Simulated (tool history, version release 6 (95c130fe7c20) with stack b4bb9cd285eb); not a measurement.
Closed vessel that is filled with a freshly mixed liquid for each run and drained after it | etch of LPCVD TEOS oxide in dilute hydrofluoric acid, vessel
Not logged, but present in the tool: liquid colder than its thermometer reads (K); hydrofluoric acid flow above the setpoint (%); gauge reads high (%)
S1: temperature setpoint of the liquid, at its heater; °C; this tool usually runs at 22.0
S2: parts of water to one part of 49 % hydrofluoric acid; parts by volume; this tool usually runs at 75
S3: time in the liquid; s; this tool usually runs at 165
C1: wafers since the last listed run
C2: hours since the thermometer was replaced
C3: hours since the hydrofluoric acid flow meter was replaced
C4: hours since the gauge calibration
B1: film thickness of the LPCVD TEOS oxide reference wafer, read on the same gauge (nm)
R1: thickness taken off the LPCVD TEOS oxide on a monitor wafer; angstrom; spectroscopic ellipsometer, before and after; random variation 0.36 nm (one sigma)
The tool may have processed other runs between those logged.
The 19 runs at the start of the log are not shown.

{"hour": 893.9, "done": "gauge calibrated"}
{"run": 20, "hour": 940.8, "S1": 22.0, "S2": 75, "S3": 165, "C1": 10808, "C2": 315.0, "C3": 200.5, "C4": 46.9, "B1": 30.04, "R1": 373.7}
{"run": 21, "hour": 967.7, "S1": 22.0, "S2": 75, "S3": 165, "C1": 1671, "C2": 341.9, "C3": 227.4, "C4": 73.8, "B1": 29.97, "R1": 377.1}
{"run": 22, "hour": 1005.9, "S1": 22.0, "S2": 75, "S3": 165, "C1": 2374, "C2": 380.1, "C3": 265.6, "C4": 112.0, "B1": 29.98, "R1": 375.5}
{"run": 23, "hour": 1036.5, "S1": 22.0, "S2": 75, "S3": 190, "C1": 1901, "C2": 410.7, "C3": 296.2, "C4": 142.6, "B1": 30.01, "R1": 433.7}
{"run": 24, "hour": 1081.5, "S1": 22.0, "S2": 75, "S3": 165, "C1": 2796, "C2": 455.7, "C3": 341.2, "C4": 187.6, "B1": 30.02, "R1": 377.6}
{"run": 25, "hour": 1107.0, "S1": 25.0, "S2": 55, "S3": 100, "C1": 1584, "C2": 481.2, "C3": 366.7, "C4": 213.1, "B1": 30.05, "R1": 366.9}
{"run": 26, "hour": 1157.0, "S1": 26.5, "S2": 45, "S3": 195, "C1": 3107, "C2": 531.2, "C3": 416.7, "C4": 263.1, "B1": 30.0, "R1": 927.2}
{"run": 27, "hour": 1337.8, "S1": 22.0, "S2": 90, "S3": 250, "C1": 11236, "C2": 712.0, "C3": 597.5, "C4": 443.9, "B1": 29.96, "R1": 472.1}
{"run": 28, "hour": 1390.4, "S1": 22.0, "S2": 40, "S3": 165, "C1": 3269, "C2": 764.6, "C3": 650.1, "C4": 496.5, "B1": 30.01, "R1": 756.5}
{"run": 29, "hour": 1529.8, "S1": 17.5, "S2": 75, "S3": 65, "C1": 8663, "C2": 904.0, "C3": 789.5, "C4": 635.9, "B1": 30.04, "R1": 124.3}
{"run": 30, "hour": 1569.1, "S1": 19.0, "S2": 75, "S3": 100, "C1": 2442, "C2": 943.3, "C3": 828.8, "C4": 675.2, "B1": 30.02, "R1": 205.3}

What if the next run were any one of these 4? Each begins from the tool's condition after run 30:
{"run": "A", "hour": 1569.8, "S1": 22.0, "S2": 95, "S3": 165, "C1": 43, "C2": 944.0, "C3": 829.5, "C4": 675.9, "B1": "?", "R1": "?"}
{"run": "B", "hour": 1569.8, "S1": 22.0, "S2": 110, "S3": 165, "C1": 43, "C2": 944.0, "C3": 829.5, "C4": 675.9, "B1": "?", "R1": "?"}
{"run": "C", "hour": 1569.8, "S1": 22.0, "S2": 100, "S3": 255, "C1": 43, "C2": 944.0, "C3": 829.5, "C4": 675.9, "B1": "?", "R1": "?"}
{"run": "D", "hour": 1569.8, "S1": 19.0, "S2": 85, "S3": 235, "C1": 43, "C2": 944.0, "C3": 829.5, "C4": 675.9, "B1": "?", "R1": "?"}

run=A B1=29.98 R1=295.2
run=B B1=29.98 R1=250.6
run=C B1=29.98 R1=430.9
run=D B1=29.98 R1=419.8
Without the tool's unlogged condition, the same runs would have read:
run=A R1=285.2
run=B R1=242.0
run=C R1=416.2
run=D R1=405.8
